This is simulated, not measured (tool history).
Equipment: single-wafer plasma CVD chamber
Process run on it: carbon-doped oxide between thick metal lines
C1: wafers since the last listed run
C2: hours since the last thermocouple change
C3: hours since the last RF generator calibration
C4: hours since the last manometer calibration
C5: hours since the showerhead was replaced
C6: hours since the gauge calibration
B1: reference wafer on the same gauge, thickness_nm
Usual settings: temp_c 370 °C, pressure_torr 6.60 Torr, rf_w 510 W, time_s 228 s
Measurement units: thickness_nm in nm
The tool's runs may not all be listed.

{"run": 1, "hour": 0.0, "temp_c": 370, "pressure_torr": 6.6, "rf_w": 510, "time_s": 228, "C1": 0, "C2": 2153.0, "C3": 963.9, "C4": 915.6, "C5": 4682.3, "C6": 31.9, "B1": 1040.045, "thickness_nm": 1062.42}
{"run": 2, "hour": 14.6, "temp_c": 370, "pressure_torr": 6.6, "rf_w": 510, "time_s": 228, "C1": 92, "C2": 2167.6, "C3": 978.5, "C4": 930.2, "C5": 4696.9, "C6": 46.5, "B1": 1039.998, "thickness_nm": 1063.136}
{"run": 3, "hour": 24.0, "temp_c": 380, "pressure_torr": 6.6, "rf_w": 510, "time_s": 262, "C1": 59, "C2": 2177.0, "C3": 987.9, "C4": 939.6, "C5": 4706.3, "C6": 55.9, "B1": 1039.946, "thickness_nm": 1200.643}
{"run": 4, "hour": 34.5, "temp_c": 380, "pressure_torr": 6.6, "rf_w": 510, "time_s": 262, "C1": 66, "C2": 2187.5, "C3": 998.4, "C4": 950.1, "C5": 4716.8, "C6": 66.4, "B1": 1040.151, "thickness_nm": 1197.521}
{"run": 5, "hour": 50.5, "temp_c": 380, "pressure_torr": 6.6, "rf_w": 510, "time_s": 262, "C1": 101, "C2": 2203.5, "C3": 1014.4, "C4": 966.1, "C5": 4732.8, "C6": 82.4, "B1": 1039.672, "thickness_nm": 1199.72}
{"run": 6, "hour": 61.1, "temp_c": 370, "pressure_torr": 6.6, "rf_w": 510, "time_s": 228, "C1": 67, "C2": 2214.1, "C3": 1025.0, "C4": 976.7, "C5": 4743.4, "C6": 93.0, "B1": 1040.052, "thickness_nm": 1062.308}
{"run": 7, "hour": 72.4, "temp_c": 370, "pressure_torr": 6.6, "rf_w": 510, "time_s": 228, "C1": 71, "C2": 2225.4, "C3": 1036.3, "C4": 988.0, "C5": 4754.7, "C6": 104.3, "B1": 1039.922, "thickness_nm": 1061.113}
{"run": 8, "hour": 82.1, "temp_c": 370, "pressure_torr": 6.22, "rf_w": 450, "time_s": 228, "C1": 61, "C2": 2235.1, "C3": 1046.0, "C4": 997.7, "C5": 4764.4, "C6": 114.0, "B1": 1039.921, "thickness_nm": 1000.174}
{"run": 9, "hour": 96.5, "temp_c": 370, "pressure_torr": 5.38, "rf_w": 475, "time_s": 251, "C1": 91, "C2": 2249.5, "C3": 1060.4, "C4": 1012.1, "C5": 4778.8, "C6": 128.4, "B1": 1040.134, "thickness_nm": 1098.068}
{"hour": 112.1, "done": "gauge calibrated"}
{"hour": 117.7, "done": "RF generator calibrated"}
{"run": 10, "hour": 118.2, "temp_c": 370, "pressure_torr": 6.6, "rf_w": 510, "time_s": 228, "C1": 86, "C2": 2271.2, "C3": 0.5, "C4": 1033.8, "C5": 4800.5, "C6": 6.1, "B1": 1039.966, "thickness_nm": 1033.389}
{"run": 11, "hour": 118.5, "temp_c": 370, "pressure_torr": 6.6, "rf_w": 510, "time_s": 228, "C1": 1, "C2": 2271.5, "C3": 0.8, "C4": 1034.1, "C5": 4800.8, "C6": 6.4, "B1": 1040.35, "thickness_nm": 1038.066}
{"hour": 130.1, "done": "thermocouple changed; heater temperature recalibrated"}
{"hour": 154.5, "done": "RF generator calibrated, repeated, since the last time left the tool worse"}
{"hour": 157.2, "done": "capacitance manometer re-zeroed and calibrated"}
{"hour": 163.5, "done": "showerhead replaced"}
{"run": 12, "hour": 164.0, "temp_c": 370, "pressure_torr": 7.9, "rf_w": 510, "time_s": 216, "C1": 129, "C2": 33.9, "C3": 9.5, "C4": 6.8, "C5": 0.5, "C6": 51.9, "B1": 1039.493, "thickness_nm": 1037.691}
{"run": 13, "hour": 175.2, "temp_c": 370, "pressure_torr": 6.6, "rf_w": 510, "time_s": 228, "C1": 70, "C2": 45.1, "C3": 20.7, "C4": 18.0, "C5": 11.7, "C6": 63.1, "B1": 1040.198, "thickness_nm": 1079.453}
{"run": 14, "hour": 191.2, "temp_c": 370, "pressure_torr": 5.74, "rf_w": 510, "time_s": 250, "C1": 101, "C2": 61.1, "C3": 36.7, "C4": 34.0, "C5": 27.7, "C6": 79.1, "B1": 1040.165, "thickness_nm": 1165.094}
{"run": 15, "hour": 202.9, "temp_c": 370, "pressure_torr": 6.6, "rf_w": 465, "time_s": 228, "C1": 74, "C2": 72.8, "C3": 48.4, "C4": 45.7, "C5": 39.4, "C6": 90.8, "B1": 1039.956, "thickness_nm": 1041.595}
{"run": 16, "hour": 209.9, "temp_c": 370, "pressure_torr": 5.8, "rf_w": 435, "time_s": 254, "C1": 44, "C2": 79.8, "C3": 55.4, "C4": 52.7, "C5": 46.4, "C6": 97.8, "B1": 1039.822, "thickness_nm": 1108.019}

Consider 4 possible next runs. They are alternatives, not a sequence: every one starts from the tool as it was left by run 16. What does each give?
{"run": "A", "hour": 210.4, "temp_c": 370, "pressure_torr": 6.6, "rf_w": 510, "time_s": 228, "C1": 3, "C2": 80.3, "C3": 55.9, "C4": 53.2, "C5": 46.9, "C6": 98.3, "B1": "?", "thickness_nm": "?"}
{"run": "B", "hour": 210.4, "temp_c": 370, "pressure_torr": 5.5, "rf_w": 415, "time_s": 228, "C1": 3, "C2": 80.3, "C3": 55.9, "C4": 53.2, "C5": 46.9, "C6": 98.3, "B1": "?", "thickness_nm": "?"}
{"run": "C", "hour": 210.4, "temp_c": 366, "pressure_torr": 5.49, "rf_w": 510, "time_s": 228, "C1": 3, "C2": 80.3, "C3": 55.9, "C4": 53.2, "C5": 46.9, "C6": 98.3, "B1": "?", "thickness_nm": "?"}
{"run": "D", "hour": 210.4, "temp_c": 370, "pressure_torr": 7.75, "rf_w": 510, "time_s": 183, "C1": 3, "C2": 80.3, "C3": 55.9, "C4": 53.2, "C5": 46.9, "C6": 98.3, "B1": "?", "thickness_nm": "?"}

run=A B1=1040.472 thickness_nm=1082.174
run=B B1=1040.472 thickness_nm=967.554
run=C B1=1040.472 thickness_nm=1062.970
run=D B1=1040.472 thickness_nm=880.951
Without the tool's unlogged condition, the same runs would have read:
run=A thickness_nm=1083.996
run=B thickness_nm=969.485
run=C thickness_nm=1064.759
run=D thickness_nm=882.434
